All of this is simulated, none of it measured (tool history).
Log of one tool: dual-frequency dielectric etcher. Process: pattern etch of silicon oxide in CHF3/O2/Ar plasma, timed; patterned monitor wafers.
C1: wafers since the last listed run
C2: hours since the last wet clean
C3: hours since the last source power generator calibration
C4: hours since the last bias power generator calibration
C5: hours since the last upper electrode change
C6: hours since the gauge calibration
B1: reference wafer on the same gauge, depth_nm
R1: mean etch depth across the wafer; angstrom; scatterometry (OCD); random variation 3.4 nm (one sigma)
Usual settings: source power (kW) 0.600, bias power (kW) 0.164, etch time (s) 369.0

{"run": 1, "hour": 0.0, "source power (kW)": 0.6, "bias power (kW)": 0.164, "etch time (s)": 369.0, "C1": 0, "C2": 276.1, "C3": 1362.4, "C4": 4451.0, "C5": 3392.6, "C6": 885.5, "B1": 871.1, "R1": 7218}
{"run": 2, "hour": 38.4, "source power (kW)": 0.6, "bias power (kW)": 0.164, "etch time (s)": 369.0, "C1": 108, "C2": 314.5, "C3": 1400.8, "C4": 4489.4, "C5": 3431.0, "C6": 923.9, "B1": 872.5, "R1": 7238}
{"run": 3, "hour": 122.7, "source power (kW)": 0.6, "bias power (kW)": 0.164, "etch time (s)": 369.0, "C1": 237, "C2": 398.8, "C3": 1485.1, "C4": 4573.7, "C5": 3515.3, "C6": 1008.2, "B1": 872.0, "R1": 7321}
{"run": 4, "hour": 192.3, "source power (kW)": 0.6, "bias power (kW)": 0.164, "etch time (s)": 369.0, "C1": 195, "C2": 468.4, "C3": 1554.7, "C4": 4643.3, "C5": 3584.9, "C6": 1077.8, "B1": 872.1, "R1": 7286}
{"run": 5, "hour": 231.0, "source power (kW)": 0.66, "bias power (kW)": 0.164, "etch time (s)": 369.0, "C1": 108, "C2": 507.1, "C3": 1593.4, "C4": 4682.0, "C5": 3623.6, "C6": 1116.5, "B1": 870.4, "R1": 7652}
{"run": 6, "hour": 328.0, "source power (kW)": 0.66, "bias power (kW)": 0.164, "etch time (s)": 369.0, "C1": 272, "C2": 604.1, "C3": 1690.4, "C4": 4779.0, "C5": 3720.6, "C6": 1213.5, "B1": 870.1, "R1": 7707}
{"hour": 366.8, "done": "wet clean of the chamber"}
{"hour": 445.5, "done": "upper electrode replaced"}
{"run": 7, "hour": 446.0, "source power (kW)": 0.6, "bias power (kW)": 0.164, "etch time (s)": 369.0, "C1": 196, "C2": 79.2, "C3": 1808.4, "C4": 4897.0, "C5": 0.5, "C6": 1331.5, "B1": 870.5, "R1": 7283}
{"hour": 470.7, "done": "bias power generator calibrated"}
{"hour": 491.4, "done": "gauge calibrated"}
{"run": 8, "hour": 518.3, "source power (kW)": 0.6, "bias power (kW)": 0.164, "etch time (s)": 369.0, "C1": 192, "C2": 151.5, "C3": 1880.7, "C4": 47.6, "C5": 72.8, "C6": 26.9, "B1": 870.8, "R1": 7284}
{"run": 9, "hour": 592.7, "source power (kW)": 0.47, "bias power (kW)": 0.152, "etch time (s)": 463.5, "C1": 209, "C2": 225.9, "C3": 1955.1, "C4": 122.0, "C5": 147.2, "C6": 101.3, "B1": 868.9, "R1": 7704}
{"run": 10, "hour": 666.4, "source power (kW)": 0.6, "bias power (kW)": 0.164, "etch time (s)": 369.0, "C1": 207, "C2": 299.6, "C3": 2028.8, "C4": 195.7, "C5": 220.9, "C6": 175.0, "B1": 870.6, "R1": 7258}
{"run": 11, "hour": 755.0, "source power (kW)": 0.6, "bias power (kW)": 0.124, "etch time (s)": 369.0, "C1": 249, "C2": 388.2, "C3": 2117.4, "C4": 284.3, "C5": 309.5, "C6": 263.6, "B1": 870.9, "R1": 6507}
{"hour": 821.0, "done": "source power generator calibrated"}
{"run": 12, "hour": 821.5, "source power (kW)": 0.6, "bias power (kW)": 0.196, "etch time (s)": 259.5, "C1": 175, "C2": 454.7, "C3": 0.5, "C4": 350.8, "C5": 376.0, "C6": 330.1, "B1": 870.9, "R1": 5479}
{"run": 13, "hour": 883.3, "source power (kW)": 0.53, "bias power (kW)": 0.174, "etch time (s)": 410.0, "C1": 173, "C2": 516.5, "C3": 62.3, "C4": 412.6, "C5": 437.8, "C6": 391.9, "B1": 869.8, "R1": 7807}
{"hour": 1032.8, "done": "wet clean of the chamber"}
{"run": 14, "hour": 1109.8, "source power (kW)": 0.6, "bias power (kW)": 0.164, "etch time (s)": 369.0, "C1": 569, "C2": 77.0, "C3": 288.8, "C4": 639.1, "C5": 664.3, "C6": 618.4, "B1": 871.2, "R1": 7306}
{"run": 15, "hour": 1179.0, "source power (kW)": 0.64, "bias power (kW)": 0.204, "etch time (s)": 308.5, "C1": 194, "C2": 146.2, "C3": 358.0, "C4": 708.3, "C5": 733.5, "C6": 687.6, "B1": 871.2, "R1": 6859}
{"run": 16, "hour": 1218.7, "source power (kW)": 0.6, "bias power (kW)": 0.164, "etch time (s)": 460.5, "C1": 111, "C2": 185.9, "C3": 397.7, "C4": 748.0, "C5": 773.2, "C6": 727.3, "B1": 870.5, "R1": 9077}

How the hidden state differs across the entries between the runs, from the last listed run before each to the first after it:
Between runs 6 and 7: wet clean of the chamber (hour 366.8); upper electrode replaced (hour 445.5)
  no hidden state differs between the two runs
Between runs 7 and 8: bias power generator calibrated (hour 470.7); gauge calibrated (hour 491.4)
  no hidden state differs between the two runs
Between runs 11 and 12: source power generator calibrated (hour 821.0)
  no hidden state differs between the two runs
Between runs 13 and 14: wet clean of the chamber (hour 1032.8)
  no hidden state differs between the two runs

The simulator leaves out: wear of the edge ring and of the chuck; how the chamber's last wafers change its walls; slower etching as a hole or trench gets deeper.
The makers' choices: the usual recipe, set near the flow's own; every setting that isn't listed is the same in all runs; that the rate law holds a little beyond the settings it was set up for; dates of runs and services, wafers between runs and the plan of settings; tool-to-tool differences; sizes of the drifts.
